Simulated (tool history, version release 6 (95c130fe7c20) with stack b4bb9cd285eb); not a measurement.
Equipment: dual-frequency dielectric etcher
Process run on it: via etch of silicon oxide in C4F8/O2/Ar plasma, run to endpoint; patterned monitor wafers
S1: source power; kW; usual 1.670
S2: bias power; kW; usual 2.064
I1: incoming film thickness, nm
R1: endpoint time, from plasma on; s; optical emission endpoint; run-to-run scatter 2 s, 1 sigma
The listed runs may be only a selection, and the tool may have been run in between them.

{"run": 1, "day": 0.0, "S1": 1.67, "S2": 2.064, "I1": 2215.2, "R1": 426.1}
{"run": 2, "day": 0.604, "S1": 1.67, "S2": 2.064, "I1": 2223.1, "R1": 422.6}
{"run": 3, "day": 1.217, "S1": 1.67, "S2": 2.064, "I1": 2212.6, "R1": 426.8}
{"run": 4, "day": 1.679, "S1": 1.67, "S2": 2.064, "I1": 2238.2, "R1": 433.0}
{"run": 5, "day": 2.225, "S1": 1.67, "S2": 2.064, "I1": 2201.7, "R1": 421.3}
{"run": 6, "day": 2.95, "S1": 1.67, "S2": 2.064, "I1": 2206.9, "R1": 424.2}
{"run": 7, "day": 3.321, "S1": 1.91, "S2": 2.064, "I1": 2206.3, "R1": 402.2}
{"run": 8, "day": 3.912, "S1": 1.91, "S2": 2.064, "I1": 2228.0, "R1": 408.7}
{"run": 9, "day": 4.229, "S1": 1.67, "S2": 1.804, "I1": 2200.3, "R1": 438.8}
{"run": 10, "day": 4.833, "S1": 1.67, "S2": 1.804, "I1": 2215.6, "R1": 443.1}
{"run": 11, "day": 5.208, "S1": 1.67, "S2": 1.804, "I1": 2220.9, "R1": 441.8}
{"run": 12, "day": 5.642, "S1": 1.67, "S2": 1.873, "I1": 2200.9, "R1": 434.8}
{"run": 13, "day": 6.679, "S1": 1.67, "S2": 2.064, "I1": 2217.4, "R1": 422.4}
{"run": 14, "day": 7.396, "S1": 1.67, "S2": 2.064, "I1": 2209.0, "R1": 421.8}
{"run": 15, "day": 8.046, "S1": 1.67, "S2": 2.064, "I1": 2206.5, "R1": 424.2}
{"day": 8.558, "done": "source power generator calibrated"}
{"run": 16, "day": 8.696, "S1": 1.67, "S2": 2.46, "I1": 2207.7, "R1": 401.4}
{"run": 17, "day": 9.242, "S1": 1.67, "S2": 2.46, "I1": 2217.0, "R1": 405.2}
{"run": 18, "day": 9.725, "S1": 1.67, "S2": 2.064, "I1": 2217.1, "R1": 426.4}
{"run": 19, "day": 10.079, "S1": 1.67, "S2": 2.064, "I1": 2223.2, "R1": 426.4}
{"day": 11.254, "done": "wet clean of the chamber"}
{"day": 12.192, "done": "upper electrode replaced"}
{"run": 20, "day": 12.212, "S1": 2.06, "S2": 2.306, "I1": 2224.9, "R1": 383.0}
{"run": 21, "day": 12.229, "S1": 1.67, "S2": 2.064, "I1": 2211.3, "R1": 423.7}
{"run": 22, "day": 12.246, "S1": 1.54, "S2": 2.064, "I1": 2235.8, "R1": 438.4}
{"run": 23, "day": 12.267, "S1": 1.67, "S2": 1.78, "I1": 2207.0, "R1": 443.7}
{"run": 24, "day": 12.517, "S1": 1.41, "S2": 2.5, "I1": 2198.9, "R1": 421.9}
{"run": 25, "day": 13.258, "S1": 1.28, "S2": 2.064, "I1": 2212.0, "R1": 460.0}
{"run": 26, "day": 13.796, "S1": 1.67, "S2": 2.064, "I1": 2213.4, "R1": 428.4}
{"run": 27, "day": 14.396, "S1": 1.34, "S2": 2.496, "I1": 2221.8, "R1": 433.6}
{"run": 28, "day": 14.9, "S1": 1.84, "S2": 1.673, "I1": 2222.5, "R1": 440.3}
{"run": 29, "day": 15.512, "S1": 1.28, "S2": 2.25, "I1": 2227.1, "R1": 452.5}
{"run": 30, "day": 16.167, "S1": 1.67, "S2": 2.064, "I1": 2217.6, "R1": 422.9}
{"day": 16.35, "done": "bias power generator calibrated"}
{"run": 31, "day": 17.879, "S1": 1.8, "S2": 1.827, "I1": 2219.5, "R1": 426.1}
{"run": 32, "day": 19.971, "S1": 1.46, "S2": 1.809, "I1": 2224.7, "R1": 464.8}
{"run": 33, "day": 20.562, "S1": 1.32, "S2": 1.568, "I1": 2228.1, "R1": 497.0}
{"run": 34, "day": 21.092, "S1": 1.67, "S2": 1.61, "I1": 2210.2, "R1": 455.0}
{"run": 35, "day": 21.608, "S1": 1.3, "S2": 1.771, "I1": 2222.0, "R1": 478.4}

What if the next run were any one of these 4? Each begins from the tool's condition after run 35:
{"run": "A", "day": 21.629, "S1": 1.67, "S2": 2.064, "I1": 2205.6, "R1": "?"}
{"run": "B", "day": 21.629, "S1": 1.67, "S2": 1.785, "I1": 2205.6, "R1": "?"}
{"run": "C", "day": 21.629, "S1": 1.81, "S2": 2.535, "I1": 2205.6, "R1": "?"}
{"run": "D", "day": 21.629, "S1": 1.4, "S2": 2.53, "I1": 2205.6, "R1": "?"}

run=A R1=422.6
run=B R1=440.5
run=C R1=387.0
run=D R1=421.6
Without the tool's hidden state the same runs would have given:
run=A R1=422.6
run=B R1=440.5
run=C R1=387.0
run=D R1=421.6
